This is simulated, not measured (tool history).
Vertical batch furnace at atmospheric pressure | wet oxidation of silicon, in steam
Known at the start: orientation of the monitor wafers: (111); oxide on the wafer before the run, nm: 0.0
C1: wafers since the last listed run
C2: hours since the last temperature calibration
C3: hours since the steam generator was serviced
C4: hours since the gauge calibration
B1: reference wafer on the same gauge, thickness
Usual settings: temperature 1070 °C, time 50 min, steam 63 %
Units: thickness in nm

{"run": 1, "hour": 0.0, "temperature": 1070, "time": 50, "steam": 63, "C1": 0, "C2": 1125.1, "C3": 3219, "C4": 519, "B1": 414.09, "thickness": 461.01}
{"run": 2, "hour": 13.5, "temperature": 1081, "time": 50, "steam": 63, "C1": 157, "C2": 1138.6, "C3": 3232.5, "C4": 532.5, "B1": 414.34, "thickness": 481.58}
{"run": 3, "hour": 25.5, "temperature": 1081, "time": 50, "steam": 63, "C1": 140, "C2": 1150.6, "C3": 3244.5, "C4": 544.5, "B1": 414.04, "thickness": 483.42}
{"run": 4, "hour": 48.5, "temperature": 1090, "time": 50, "steam": 63, "C1": 269, "C2": 1173.6, "C3": 3267.5, "C4": 567.5, "B1": 414.28, "thickness": 499.83}
{"run": 5, "hour": 142.3, "temperature": 1090, "time": 50, "steam": 63, "C1": 1097, "C2": 1267.4, "C3": 3361.3, "C4": 661.3, "B1": 413.83, "thickness": 497.22}
{"run": 6, "hour": 156.3, "temperature": 1070, "time": 50, "steam": 59, "C1": 163, "C2": 1281.4, "C3": 3375.3, "C4": 675.3, "B1": 413.54, "thickness": 445.12}
{"hour": 183.9, "done": "steam generator serviced"}
{"run": 7, "hour": 184.4, "temperature": 1070, "time": 50, "steam": 69, "C1": 47, "C2": 1309.5, "C3": 0.5, "C4": 703.4, "B1": 413.22, "thickness": 484.46}
{"run": 8, "hour": 201.4, "temperature": 1070, "time": 50, "steam": 69, "C1": 198, "C2": 1326.5, "C3": 17.5, "C4": 720.4, "B1": 413.84, "thickness": 484.41}
{"run": 9, "hour": 217.3, "temperature": 1070, "time": 40.5, "steam": 63, "C1": 185, "C2": 1342.4, "C3": 33.4, "C4": 736.3, "B1": 413.89, "thickness": 408.43}
{"run": 10, "hour": 314.5, "temperature": 1070, "time": 50, "steam": 60, "C1": 1136, "C2": 1439.6, "C3": 130.6, "C4": 833.5, "B1": 413.27, "thickness": 448.21}
{"run": 11, "hour": 343.1, "temperature": 1070, "time": 50, "steam": 60, "C1": 334, "C2": 1468.2, "C3": 159.2, "C4": 862.1, "B1": 413.52, "thickness": 448.62}
{"run": 12, "hour": 355.2, "temperature": 1070, "time": 50, "steam": 60, "C1": 141, "C2": 1480.3, "C3": 171.3, "C4": 874.2, "B1": 413.57, "thickness": 448.44}
{"run": 13, "hour": 386.5, "temperature": 1070, "time": 50, "steam": 63, "C1": 366, "C2": 1511.6, "C3": 202.6, "C4": 905.5, "B1": 413.35, "thickness": 458.81}
{"run": 14, "hour": 409.6, "temperature": 1070, "time": 50, "steam": 63, "C1": 270, "C2": 1534.7, "C3": 225.7, "C4": 928.6, "B1": 412.78, "thickness": 459.71}
{"run": 15, "hour": 423.6, "temperature": 1056, "time": 62.5, "steam": 74, "C1": 163, "C2": 1548.7, "C3": 239.7, "C4": 942.6, "B1": 413.12, "thickness": 540.38}
{"run": 16, "hour": 441.9, "temperature": 1070, "time": 50, "steam": 63, "C1": 214, "C2": 1567, "C3": 258, "C4": 960.9, "B1": 413.31, "thickness": 457.77}
{"run": 17, "hour": 463.3, "temperature": 1070, "time": 50, "steam": 63, "C1": 250, "C2": 1588.4, "C3": 279.4, "C4": 982.3, "B1": 413, "thickness": 460.22}
{"run": 18, "hour": 491.2, "temperature": 1070, "time": 50, "steam": 63, "C1": 326, "C2": 1616.3, "C3": 307.3, "C4": 1010.2, "B1": 413.42, "thickness": 459.24}
{"run": 19, "hour": 521.1, "temperature": 1070, "time": 50, "steam": 63, "C1": 349, "C2": 1646.2, "C3": 337.2, "C4": 1040.1, "B1": 413.24, "thickness": 461.62}
{"hour": 567.2, "done": "thermocouples replaced and temperature profile calibrated"}
{"run": 20, "hour": 567.7, "temperature": 1062, "time": 50, "steam": 63, "C1": 264, "C2": 0.5, "C3": 383.8, "C4": 1086.7, "B1": 412.95, "thickness": 442.76}
{"run": 21, "hour": 572.8, "temperature": 1070, "time": 50, "steam": 68, "C1": 59, "C2": 5.6, "C3": 388.9, "C4": 1091.8, "B1": 413.15, "thickness": 480.52}
{"run": 22, "hour": 587.5, "temperature": 1070, "time": 50, "steam": 63, "C1": 171, "C2": 20.3, "C3": 403.6, "C4": 1106.5, "B1": 412.94, "thickness": 461.33}
{"run": 23, "hour": 619.4, "temperature": 1070, "time": 50, "steam": 63, "C1": 373, "C2": 52.2, "C3": 435.5, "C4": 1138.4, "B1": 412.89, "thickness": 459.01}
{"run": 24, "hour": 654.1, "temperature": 1081, "time": 25, "steam": 66, "C1": 405, "C2": 86.9, "C3": 470.2, "C4": 1173.1, "B1": 412.85, "thickness": 333.13}
{"hour": 663.3, "done": "gauge calibrated"}
{"run": 25, "hour": 672.2, "temperature": 1085, "time": 64.5, "steam": 63, "C1": 211, "C2": 105, "C3": 488.3, "C4": 8.9, "B1": 422.34, "thickness": 575.28}
{"run": 26, "hour": 702.5, "temperature": 1070, "time": 72, "steam": 63, "C1": 354, "C2": 135.3, "C3": 518.6, "C4": 39.2, "B1": 421.97, "thickness": 577.06}
{"run": 27, "hour": 735.6, "temperature": 1070, "time": 58, "steam": 54, "C1": 387, "C2": 168.4, "C3": 551.7, "C4": 72.3, "B1": 421.23, "thickness": 467.57}
{"run": 28, "hour": 760.7, "temperature": 1047, "time": 69.5, "steam": 59, "C1": 293, "C2": 193.5, "C3": 576.8, "C4": 97.4, "B1": 420.67, "thickness": 491.49}
{"run": 29, "hour": 773.9, "temperature": 1070, "time": 50, "steam": 67, "C1": 154, "C2": 206.7, "C3": 590, "C4": 110.6, "B1": 420.95, "thickness": 483.72}
{"run": 30, "hour": 807.7, "temperature": 1062, "time": 50, "steam": 71, "C1": 395, "C2": 240.5, "C3": 623.8, "C4": 144.4, "B1": 420.32, "thickness": 484.08}
{"run": 31, "hour": 823.5, "temperature": 1059, "time": 72.5, "steam": 75, "C1": 184, "C2": 256.3, "C3": 639.6, "C4": 160.2, "B1": 419.48, "thickness": 606.06}
{"run": 32, "hour": 844.6, "temperature": 1093, "time": 29, "steam": 70, "C1": 246, "C2": 277.4, "C3": 660.7, "C4": 181.3, "B1": 419.49, "thickness": 400.19}
{"run": 33, "hour": 857.3, "temperature": 1086, "time": 68, "steam": 69, "C1": 148, "C2": 290.1, "C3": 673.4, "C4": 194, "B1": 419.18, "thickness": 619.22}
{"run": 34, "hour": 883.0, "temperature": 1070, "time": 50, "steam": 53, "C1": 300, "C2": 315.8, "C3": 699.1, "C4": 219.7, "B1": 418.88, "thickness": 421.57}
{"run": 35, "hour": 915.2, "temperature": 1070, "time": 50, "steam": 63, "C1": 376, "C2": 348, "C3": 731.3, "C4": 251.9, "B1": 419.01, "thickness": 463.93}
{"run": 36, "hour": 975.6, "temperature": 1070, "time": 50, "steam": 63, "C1": 706, "C2": 408.4, "C3": 791.7, "C4": 312.3, "B1": 418.14, "thickness": 466.16}
{"run": 37, "hour": 997.6, "temperature": 1050, "time": 31, "steam": 63, "C1": 257, "C2": 430.4, "C3": 813.7, "C4": 334.3, "B1": 418.26, "thickness": 320.41}
{"run": 38, "hour": 1030.1, "temperature": 1081, "time": 25, "steam": 66, "C1": 380, "C2": 462.9, "C3": 846.2, "C4": 366.8, "B1": 417.82, "thickness": 336.84}
{"run": 39, "hour": 1061.1, "temperature": 1070, "time": 50, "steam": 54, "C1": 362, "C2": 493.9, "C3": 877.2, "C4": 397.8, "B1": 417.46, "thickness": 424.6}

Forecast each of these 3 alternatives for the next run:
{"run": "A", "hour": 1066.3, "temperature": 1070, "time": 50, "steam": 52, "C1": 60, "C2": 499.1, "C3": 882.4, "C4": 403, "B1": "?", "thickness": "?"}
{"run": "B", "hour": 1066.3, "temperature": 1053, "time": 50, "steam": 63, "C1": 60, "C2": 499.1, "C3": 882.4, "C4": 403, "B1": "?", "thickness": "?"}
{"run": "C", "hour": 1066.3, "temperature": 1070, "time": 61, "steam": 63, "C1": 60, "C2": 499.1, "C3": 882.4, "C4": 403, "B1": "?", "thickness": "?"}

run=A B1=417.46 thickness=415.5
run=B B1=417.46 thickness=429.89
run=C B1=417.46 thickness=518.49
Without the tool's hidden state the same runs would have given:
run=A thickness=419.02
run=B thickness=433.53
run=C thickness=522.89

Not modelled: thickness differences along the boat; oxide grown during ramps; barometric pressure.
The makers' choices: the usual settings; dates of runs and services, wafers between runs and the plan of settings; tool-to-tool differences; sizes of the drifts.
